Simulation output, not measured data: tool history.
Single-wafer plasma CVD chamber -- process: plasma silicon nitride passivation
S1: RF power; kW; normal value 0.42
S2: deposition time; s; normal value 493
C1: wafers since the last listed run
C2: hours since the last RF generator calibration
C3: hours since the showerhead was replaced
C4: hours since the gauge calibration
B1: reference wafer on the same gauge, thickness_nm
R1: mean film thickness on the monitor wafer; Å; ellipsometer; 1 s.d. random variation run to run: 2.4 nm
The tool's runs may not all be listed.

| run | hour | S1 | S2 | C1 | C2 | C3 | C4 | B1 | R1 |
|---|---|---|---|---|---|---|---|---|---|
| 1 | 0 | 0.42 | 560 | 0 | 746.8 | 4755.9 | 53.3 | 700.933 | 8137.83 |
| 2 | 8.4 | 0.42 | 493 | 22 | 755.2 | 4764.3 | 61.7 | 701.245 | 7155.09 |
| 3 | 21 | 0.42 | 493 | 34 | 767.8 | 4776.9 | 74.3 | 700.922 | 7156.22 |
| 4 | 27.2 | 0.42 | 493 | 16 | 774 | 4783.1 | 80.5 | 701.082 | 7096.87 |
| 5 | 39.7 | 0.465 | 493 | 33 | 786.5 | 4795.6 | 93 | 701.498 | 7433.03 |
| 6 | 45.9 | 0.465 | 493 | 16 | 792.7 | 4801.8 | 99.2 | 700.669 | 7416.75 |
| 7 | 52 | 0.465 | 493 | 16 | 798.8 | 4807.9 | 105.3 | 700.776 | 7384.52 |
| 8 | 59.7 | 0.42 | 420 | 20 | 806.5 | 4815.6 | 113 | 701.383 | 6089.44 |
| 9 | 71.9 | 0.42 | 472 | 33 | 818.7 | 4827.8 | 125.2 | 701.226 | 6799.98 |
|  | 86.3 | showerhead replaced |
| 10 | 86.8 | 0.42 | 472 | 18 | 833.6 | 0.5 | 140.1 | 700.898 | 6862.4 |
| 11 | 99.2 | 0.42 | 433 | 33 | 846 | 12.9 | 152.5 | 701.209 | 6281.55 |
| 12 | 108.9 | 0.42 | 493 | 26 | 855.7 | 22.6 | 162.2 | 701.145 | 7134.7 |
| 13 | 118.3 | 0.375 | 467 | 25 | 865.1 | 32 | 171.6 | 701.183 | 6482.24 |
| 14 | 129.5 | 0.48 | 466 | 30 | 876.3 | 43.2 | 182.8 | 700.58 | 7104.86 |
| 15 | 147.3 | 0.42 | 524 | 48 | 894.1 | 61 | 200.6 | 701.484 | 7568.67 |
| 16 | 159.5 | 0.345 | 591 | 33 | 906.3 | 73.2 | 212.8 | 700.949 | 7875.4 |
| 17 | 177.1 | 0.475 | 438 | 47 | 923.9 | 90.8 | 230.4 | 700.737 | 6700.9 |
|  | 180.1 | gauge calibrated |
| 18 | 191 | 0.395 | 555 | 37 | 937.8 | 104.7 | 10.9 | 701.471 | 7843.63 |
| 19 | 197.6 | 0.42 | 493 | 17 | 944.4 | 111.3 | 17.5 | 701.043 | 7150.58 |
|  | 213.5 | RF generator calibrated |
| 20 | 214 | 0.42 | 558 | 22 | 0.5 | 127.7 | 33.9 | 701.204 | 8091.88 |
| 21 | 231.7 | 0.455 | 578 | 48 | 18.2 | 145.4 | 51.6 | 700.818 | 8612.22 |
| 22 | 244.9 | 0.42 | 493 | 35 | 31.4 | 158.6 | 64.8 | 701.401 | 7167.98 |
| 23 | 256.5 | 0.42 | 493 | 31 | 43 | 170.2 | 76.4 | 700.879 | 7150.08 |
| 24 | 268.8 | 0.37 | 397 | 33 | 55.3 | 182.5 | 88.7 | 701.265 | 5454.34 |

Each row is a separate what-if for the run after 24, all from the same tool condition, not one after another. Results?
| A | 269.3 | 0.42 | 493 | 1 | 55.8 | 183 | 89.2 | ? | ? |
| B | 269.3 | 0.495 | 397 | 1 | 55.8 | 183 | 89.2 | ? | ? |
| C | 269.3 | 0.395 | 424 | 1 | 55.8 | 183 | 89.2 | ? | ? |
| D | 269.3 | 0.47 | 493 | 1 | 55.8 | 183 | 89.2 | ? | ? |

| run | B1 | R1 |
|---|---|---|
| A | 701.127 | 7125.28 |
| B | 701.127 | 6121.35 |
| C | 701.127 | 5976.18 |
| D | 701.127 | 7450.63 |
What these runs would have given with no unlogged condition in the tool:
| run | R1 |
|---|---|
| A | 7125.28 |
| B | 6121.35 |
| C | 5976.18 |
| D | 7450.63 |
